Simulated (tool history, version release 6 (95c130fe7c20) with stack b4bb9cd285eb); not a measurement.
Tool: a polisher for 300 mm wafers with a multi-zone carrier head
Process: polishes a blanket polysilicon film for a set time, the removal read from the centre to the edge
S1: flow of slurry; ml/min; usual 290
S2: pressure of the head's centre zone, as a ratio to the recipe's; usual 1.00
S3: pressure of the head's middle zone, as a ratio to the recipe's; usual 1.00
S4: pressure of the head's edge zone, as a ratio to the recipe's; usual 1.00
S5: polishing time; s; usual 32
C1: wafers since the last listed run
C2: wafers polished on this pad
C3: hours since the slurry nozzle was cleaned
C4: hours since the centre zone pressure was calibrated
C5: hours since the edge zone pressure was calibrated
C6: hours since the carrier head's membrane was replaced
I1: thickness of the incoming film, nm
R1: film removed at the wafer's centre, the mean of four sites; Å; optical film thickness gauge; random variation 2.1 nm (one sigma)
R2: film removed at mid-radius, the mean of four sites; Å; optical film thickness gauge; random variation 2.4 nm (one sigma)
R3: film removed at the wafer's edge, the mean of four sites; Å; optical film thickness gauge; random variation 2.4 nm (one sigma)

{"run": 1, "hour": 0.0, "S1": 290, "S2": 1.0, "S3": 1.0, "S4": 1.0, "S5": 32, "C1": 0, "C2": 709, "C3": 56.7, "C4": 271.6, "C5": 646.4, "C6": 976.5, "I1": 1024.8, "R1": 1841, "R2": 1822, "R3": 1726}
{"run": 2, "hour": 51.9, "S1": 290, "S2": 1.0, "S3": 1.0, "S4": 1.0, "S5": 32, "C1": 531, "C2": 1240, "C3": 108.6, "C4": 323.5, "C5": 698.3, "C6": 1028.4, "I1": 1025.5, "R1": 1807, "R2": 1797, "R3": 1754}
{"run": 3, "hour": 84.7, "S1": 290, "S2": 1.0, "S3": 1.0, "S4": 1.0, "S5": 32, "C1": 335, "C2": 1575, "C3": 141.4, "C4": 356.3, "C5": 731.1, "C6": 1061.2, "I1": 1004.1, "R1": 1801, "R2": 1788, "R3": 1732}
{"hour": 126.9, "done": "worn pad replaced by a new one"}
{"run": 4, "hour": 143.3, "S1": 290, "S2": 1.0, "S3": 1.0, "S4": 1.0, "S5": 32, "C1": 558, "C2": 167, "C3": 200.0, "C4": 414.9, "C5": 789.7, "C6": 1119.8, "I1": 1031.3, "R1": 1757, "R2": 1757, "R3": 1722}
{"run": 5, "hour": 167.5, "S1": 290, "S2": 1.0, "S3": 1.0, "S4": 1.0, "S5": 32, "C1": 247, "C2": 415, "C3": 224.2, "C4": 439.1, "C5": 813.9, "C6": 1144.0, "I1": 1033.0, "R1": 1749, "R2": 1746, "R3": 1688}
{"hour": 181.0, "done": "slurry nozzle cleaned"}
{"run": 6, "hour": 215.3, "S1": 290, "S2": 1.0, "S3": 1.0, "S4": 1.0, "S5": 32, "C1": 478, "C2": 894, "C3": 34.3, "C4": 486.9, "C5": 861.7, "C6": 1191.8, "I1": 1009.2, "R1": 1862, "R2": 1841, "R3": 1692}
{"run": 7, "hour": 250.4, "S1": 290, "S2": 1.0, "S3": 1.0, "S4": 1.0, "S5": 32, "C1": 359, "C2": 1253, "C3": 69.4, "C4": 522.0, "C5": 896.8, "C6": 1226.9, "I1": 1013.4, "R1": 1856, "R2": 1806, "R3": 1749}
{"run": 8, "hour": 300.3, "S1": 290, "S2": 1.05, "S3": 1.0, "S4": 1.05, "S5": 32, "C1": 510, "C2": 1764, "C3": 119.3, "C4": 571.9, "C5": 946.7, "C6": 1276.8, "I1": 1031.2, "R1": 1851, "R2": 1834, "R3": 1722}
{"run": 9, "hour": 329.7, "S1": 215, "S2": 1.0, "S3": 1.0, "S4": 1.0, "S5": 32, "C1": 300, "C2": 2064, "C3": 148.7, "C4": 601.3, "C5": 976.1, "C6": 1306.2, "I1": 1013.5, "R1": 1697, "R2": 1714, "R3": 1619}
{"hour": 339.6, "done": "worn pad replaced by a new one"}
{"run": 10, "hour": 375.4, "S1": 215, "S2": 1.0, "S3": 1.0, "S4": 1.0, "S5": 32, "C1": 426, "C2": 366, "C3": 194.4, "C4": 647.0, "C5": 1021.8, "C6": 1351.9, "I1": 1015.1, "R1": 1647, "R2": 1603, "R3": 1567}
{"hour": 385.3, "done": "edge zone pressure recalibrated"}
{"run": 11, "hour": 410.7, "S1": 290, "S2": 1.0, "S3": 0.95, "S4": 1.0, "S5": 32, "C1": 340, "C2": 706, "C3": 229.7, "C4": 682.3, "C5": 25.4, "C6": 1387.2, "I1": 1025.1, "R1": 1711, "R2": 1692, "R3": 1611}
{"hour": 418.1, "done": "slurry nozzle cleaned"}
{"run": 12, "hour": 452.8, "S1": 290, "S2": 1.0, "S3": 1.0, "S4": 1.08, "S5": 32, "C1": 420, "C2": 1127, "C3": 34.7, "C4": 724.4, "C5": 67.5, "C6": 1429.3, "I1": 1019.6, "R1": 1832, "R2": 1821, "R3": 1759}
{"run": 13, "hour": 485.7, "S1": 290, "S2": 1.0, "S3": 1.09, "S4": 1.0, "S5": 32, "C1": 336, "C2": 1464, "C3": 67.6, "C4": 757.3, "C5": 100.4, "C6": 1462.2, "I1": 1017.6, "R1": 1813, "R2": 1955, "R3": 1700}
{"hour": 542.8, "done": "worn pad replaced by a new one"}
{"run": 14, "hour": 543.3, "S1": 245, "S2": 1.0, "S3": 1.0, "S4": 1.0, "S5": 27, "C1": 548, "C2": 4, "C3": 125.2, "C4": 814.9, "C5": 158.0, "C6": 1519.8, "I1": 1014.5, "R1": 1454, "R2": 1456, "R3": 1409}
{"hour": 611.1, "done": "centre zone pressure recalibrated"}
{"hour": 617.0, "done": "slurry nozzle cleaned"}
{"run": 15, "hour": 672.5, "S1": 335, "S2": 1.0, "S3": 1.0, "S4": 0.91, "S5": 32, "C1": 1291, "C2": 1296, "C3": 55.5, "C4": 61.4, "C5": 287.2, "C6": 1649.0, "I1": 1014.3, "R1": 1863, "R2": 1808, "R3": 1755}
{"run": 16, "hour": 719.1, "S1": 345, "S2": 1.05, "S3": 1.0, "S4": 0.91, "S5": 36, "C1": 476, "C2": 1772, "C3": 102.1, "C4": 108.0, "C5": 333.8, "C6": 1695.6, "I1": 1020.4, "R1": 2184, "R2": 2006, "R3": 1938}
{"hour": 736.8, "done": "worn pad replaced by a new one"}
{"hour": 737.3, "done": "carrier head's membrane replaced by a new one"}
{"hour": 803.8, "done": "slurry nozzle cleaned"}
{"run": 17, "hour": 848.3, "S1": 225, "S2": 1.06, "S3": 0.95, "S4": 1.0, "S5": 22, "C1": 1265, "C2": 1125, "C3": 44.5, "C4": 237.2, "C5": 463.0, "C6": 111.0, "I1": 1012.3, "R1": 1280, "R2": 1175, "R3": 1148}
{"run": 18, "hour": 893.6, "S1": 360, "S2": 1.0, "S3": 1.0, "S4": 1.0, "S5": 28, "C1": 463, "C2": 1589, "C3": 89.8, "C4": 282.5, "C5": 508.3, "C6": 156.3, "I1": 1010.6, "R1": 1617, "R2": 1599, "R3": 1545}
{"hour": 917.7, "done": "worn pad replaced by a new one"}
{"run": 19, "hour": 923.7, "S1": 290, "S2": 1.0, "S3": 1.0, "S4": 0.97, "S5": 32, "C1": 267, "C2": 61, "C3": 119.9, "C4": 312.6, "C5": 538.4, "C6": 186.4, "I1": 1015.0, "R1": 1816, "R2": 1768, "R3": 1682}
{"run": 20, "hour": 962.7, "S1": 290, "S2": 1.0, "S3": 1.0, "S4": 1.0, "S5": 32, "C1": 399, "C2": 460, "C3": 158.9, "C4": 351.6, "C5": 577.4, "C6": 225.4, "I1": 1027.2, "R1": 1740, "R2": 1755, "R3": 1654}
{"hour": 996.3, "done": "slurry nozzle cleaned"}
{"run": 21, "hour": 1018.1, "S1": 290, "S2": 1.0, "S3": 1.0, "S4": 1.0, "S5": 32, "C1": 556, "C2": 1017, "C3": 21.8, "C4": 407.0, "C5": 632.8, "C6": 280.8, "I1": 1016.4, "R1": 1867, "R2": 1790, "R3": 1749}

4 ways to go on from here, each from the tool as it stands after run 21. What would each give?
{"run": "A", "hour": 1018.5, "S1": 290, "S2": 1.0, "S3": 1.04, "S4": 1.0, "S5": 32, "C1": 4, "C2": 1021, "C3": 22.2, "C4": 407.4, "C5": 633.2, "C6": 281.2, "I1": 1034.7, "R1": "?", "R2": "?", "R3": "?"}
{"run": "B", "hour": 1018.5, "S1": 250, "S2": 0.9, "S3": 1.0, "S4": 1.0, "S5": 43, "C1": 4, "C2": 1021, "C3": 22.2, "C4": 407.4, "C5": 633.2, "C6": 281.2, "I1": 1034.7, "R1": "?", "R2": "?", "R3": "?"}
{"run": "C", "hour": 1018.5, "S1": 315, "S2": 1.0, "S3": 1.0, "S4": 1.0, "S5": 32, "C1": 4, "C2": 1021, "C3": 22.2, "C4": 407.4, "C5": 633.2, "C6": 281.2, "I1": 1034.7, "R1": "?", "R2": "?", "R3": "?"}
{"run": "D", "hour": 1018.5, "S1": 290, "S2": 1.0, "S3": 1.1, "S4": 0.95, "S5": 32, "C1": 4, "C2": 1021, "C3": 22.2, "C4": 407.4, "C5": 633.2, "C6": 281.2, "I1": 1034.7, "R1": "?", "R2": "?", "R3": "?"}

run=A R1=1851 R2=1926 R3=1731
run=B R1=2215 R2=2468 R3=2294
run=C R1=1869 R2=1889 R3=1744
run=D R1=1851 R2=2009 R3=1704
Without the tool's hidden state the same runs would have given:
run=A R1=1863 R2=1938 R3=1739
run=B R1=2233 R2=2486 R3=2306
run=C R1=1881 R2=1900 R3=1752
run=D R1=1864 R2=2021 R3=1712

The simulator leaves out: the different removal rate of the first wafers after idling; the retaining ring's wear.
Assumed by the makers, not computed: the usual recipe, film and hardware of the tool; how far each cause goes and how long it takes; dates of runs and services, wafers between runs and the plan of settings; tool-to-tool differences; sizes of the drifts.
